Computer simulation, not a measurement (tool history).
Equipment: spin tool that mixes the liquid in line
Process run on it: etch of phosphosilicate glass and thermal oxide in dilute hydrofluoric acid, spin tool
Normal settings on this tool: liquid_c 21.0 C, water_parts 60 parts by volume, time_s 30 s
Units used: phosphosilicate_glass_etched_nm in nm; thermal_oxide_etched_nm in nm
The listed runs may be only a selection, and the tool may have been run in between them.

run	hour	liquid_c	water_parts	time_s	wafers since the last listed run	hours since the thermometer was replaced	hours since the hydrofluoric acid flow meter was replaced	hours since the gauge calibration	read-back film thickness of the phosphosilicate glass reference wafer, read on the same gauge (nm)	read-back film thickness of the thermal oxide reference wafer, read on the same gauge (nm)	phosphosilicate_glass_etched_nm	thermal_oxide_etched_nm
1	0.0	21.0	60	30	0	608.2	400.1	205.3	119.63	109.666	66.56	2.281
2	38.5	25.5	60	35	314	646.7	438.6	243.8	119.61	109.654	94.00	3.130
3	104.9	17.5	50	35	542	713.1	505.0	310.2	119.66	109.658	81.47	2.736
4	152.7	18.0	60	20	390	760.9	552.8	358.0	119.68	109.723	38.99	1.324
5	218.9	21.0	75	20	540	827.1	619.0	424.2	119.78	109.799	35.20	1.143
6	286.2	21.0	35	15	549	894.4	686.3	491.5	119.82	109.822	59.21	1.985
7	414.9	25.5	60	30	1050	1023.1	815.0	620.2	119.99	109.986	80.78	2.727
8	472.0	21.0	50	20	466	1080.2	872.1	677.3	120.07	110.073	54.63	1.815
9	541.7	17.0	60	45	568	1149.9	941.8	747.0	120.16	110.163	84.95	3.002
# hour 573.8: thermometer replaced
10	609.8	23.0	60	35	547	36.0	1009.9	815.1	120.33	110.261	85.22	2.911
# hour 748.0: hydrofluoric acid flow meter replaced
11	815.9	21.0	70	40	1674	242.1	67.9	1021.2	120.72	110.667	76.30	2.585
12	848.7	21.0	60	30	267	274.9	100.7	1054.0	120.81	110.697	67.52	2.342
13	897.1	21.0	60	30	395	323.3	149.1	1102.4	120.92	110.835	68.04	2.303
14	968.1	17.0	85	15	579	394.3	220.1	1173.4	121.09	111.028	19.64	0.663
15	997.0	24.0	90	40	235	423.2	249.0	1202.3	121.18	111.078	65.24	2.274
16	1092.6	21.0	35	30	780	518.8	344.6	1297.9	121.45	111.358	119.67	3.992
17	1129.6	21.0	90	30	302	555.8	381.6	1334.9	121.53	111.409	43.62	1.447
18	1178.3	21.0	60	30	397	604.5	430.3	1383.6	121.71	111.553	67.41	2.343
19	1239.3	21.0	60	30	497	665.5	491.3	1444.6	121.90	111.721	68.25	2.298
20	1287.4	24.5	50	35	392	713.6	539.4	1492.7	122.07	111.902	112.43	3.889
21	1326.2	17.5	80	25	316	752.4	578.2	1531.5	122.18	112.002	36.01	1.191
22	1359.4	25.5	50	25	271	785.6	611.4	1564.7	122.29	112.139	84.05	2.771
23	1397.7	21.0	60	30	312	823.9	649.7	1603.0	122.41	112.270	68.68	2.284
24	1450.7	18.5	60	30	432	876.9	702.7	1656.0	122.65	112.417	61.89	2.059
25	1480.2	24.0	35	45	240	906.4	732.2	1685.5	122.75	112.539	206.39	6.899

Below are 5 alternative next runs, each starting from the tool's condition after run 25. Predict each:
A	1480.6	21.0	60	30	3	906.8	732.6	1685.9	?	?	?	?
B	1480.6	17.0	60	30	3	906.8	732.6	1685.9	?	?	?	?
C	1480.6	21.0	30	40	3	906.8	732.6	1685.9	?	?	?	?
D	1480.6	19.5	60	45	3	906.8	732.6	1685.9	?	?	?	?
E	1480.6	18.5	90	15	3	906.8	732.6	1685.9	?	?	?	?

run	read-back film thickness of the phosphosilicate glass reference wafer, read on the same gauge (nm)	read-back film thickness of the thermal oxide reference wafer, read on the same gauge (nm)	phosphosilicate_glass_etched_nm	thermal_oxide_etched_nm
A	122.77	112.459	68.71	2.319
B	122.77	112.459	57.97	1.956
C	122.77	112.459	190.15	6.417
D	122.77	112.459	96.77	3.265
E	122.77	112.459	19.93	0.672
Stripped of hidden state, with their random variation kept, the same runs would have yielded:
run	phosphosilicate_glass_etched_nm	thermal_oxide_etched_nm
A	67.18	2.267
B	56.67	1.912
C	185.89	6.273
D	94.60	3.192
E	19.48	0.657

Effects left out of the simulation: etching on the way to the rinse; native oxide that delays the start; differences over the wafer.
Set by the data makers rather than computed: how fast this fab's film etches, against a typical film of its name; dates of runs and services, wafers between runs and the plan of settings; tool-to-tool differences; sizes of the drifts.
